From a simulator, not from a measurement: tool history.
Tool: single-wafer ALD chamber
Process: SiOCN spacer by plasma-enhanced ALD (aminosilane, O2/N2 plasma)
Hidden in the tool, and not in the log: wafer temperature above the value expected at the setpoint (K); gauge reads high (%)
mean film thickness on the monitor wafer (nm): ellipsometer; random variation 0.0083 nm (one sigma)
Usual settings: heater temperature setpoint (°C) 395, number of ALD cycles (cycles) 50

run    hour  heater temperature setpoint (°C)  number of ALD cycles (cycles)  wafers since the last listed run  hours since the last thermocouple change  hours since the gauge calibration  read-back reference wafer on the same gauge, thickness_nm  mean film thickness on the monitor wafer (nm)
  1     0.0                               395                             50                                 0                                     593.7                              691.3                                                      2.889                                          3.315
  2    69.4                               395                             50                               361                                     663.1                              760.7                                                      2.894                                          3.307
  3   104.2                               395                             50                               181                                     697.9                              795.5                                                      2.891                                          3.298
  4   132.7                               395                             50                               148                                     726.4                              824.0                                                      2.891                                          3.307
  5   157.6                               395                             50                               129                                     751.3                              848.9                                                      2.891                                          3.316
  6   190.6                               395                             50                               172                                     784.3                              881.9                                                      2.891                                          3.302
  7   255.4                               395                             50                               337                                     849.1                              946.7                                                      2.890                                          3.312
  8   326.4                               395                             50                               370                                     920.1                             1017.7                                                      2.890                                          3.304
  9   377.0                               395                             50                               263                                     970.7                             1068.3                                                      2.887                                          3.312
      427.6  -- gauge calibrated
 10   435.3                               399                             50                               304                                    1029.0                                7.7                                                      2.890                                          3.312
 11   497.5                               390                             50                               324                                    1091.2                               69.9                                                      2.893                                          3.314
 12   524.3                               395                             46                               139                                    1118.0                               96.7                                                      2.889                                          3.045
 13   592.0                               395                             46                               353                                    1185.7                              164.4                                                      2.888                                          3.043
 14   616.9                               395                             50                               129                                    1210.6                              189.3                                                      2.890                                          3.325
 15   814.6                               395                             50                              1031                                    1408.3                              387.0                                                      2.887                                          3.317
      850.8  -- thermocouple changed; heater temperature recalibrated
 16   851.3                               395                             50                               149                                       0.5                              423.7                                                      2.889                                          3.320
 17   878.1                               391                             50                               139                                      27.3                              450.5                                                      2.891                                          3.315
 18   916.8                               395                             50                               201                                      66.0                              489.2                                                      2.890                                          3.303
 19   956.1                               395                             50                               204                                     105.3                              528.5                                                      2.889                                          3.308
 20   994.5                               382                             55                               200                                     143.7                              566.9                                                      2.889                                          3.652
 21  1037.9                               395                             50                               226                                     187.1                              610.3                                                      2.892                                          3.301
 22  1253.7                               404                             55                              1125                                     402.9                              826.1                                                      2.890                                          3.586
 23  1284.5                               409                             54                               160                                     433.7                              856.9                                                      2.891                                          3.489
     1348.4  -- gauge calibrated
 24  1353.1                               385                             50                               357                                     502.3                                4.7                                                      2.889                                          3.317
 25  1420.1                               395                             50                               349                                     569.3                               71.7                                                      2.888                                          3.322
 26  1465.2                               407                             47                               235                                     614.4                              116.8                                                      2.891                                          3.041
 27  1512.4                               395                             50                               246                                     661.6                              164.0                                                      2.889                                          3.303
 28  1537.9                               391                             57                               133                                     687.1                              189.5                                                      2.892                                          3.771
 29  1609.5                               399                             40                               373                                     758.7                              261.1                                                      2.890                                          2.641
 30  1666.0                               388                             43                               294                                     815.2                              317.6                                                      2.891                                          2.841
 31  1694.6                               395                             50                               149                                     843.8                              346.2                                                      2.891                                          3.312
 32  1731.2                               395                             44                               190                                     880.4                              382.8                                                      2.892                                          2.931
 33  1774.8                               383                             45                               227                                     924.0                              426.4                                                      2.890                                          2.985
 34  1802.4                               401                             45                               143                                     951.6                              454.0                                                      2.889                                          2.976
 35  1834.7                               405                             42                               168                                     983.9                              486.3                                                      2.892                                          2.741

How the hidden state differs across the entries between the runs, from the last listed run before each to the first after it:
Between runs 9 and 10: gauge calibrated (hour 427.6)
  no hidden state differs between the two runs
Between runs 15 and 16: thermocouple changed; heater temperature recalibrated (hour 850.8)
  no hidden state differs between the two runs
Between runs 23 and 24: gauge calibrated (hour 1348.4)
  no hidden state differs between the two runs
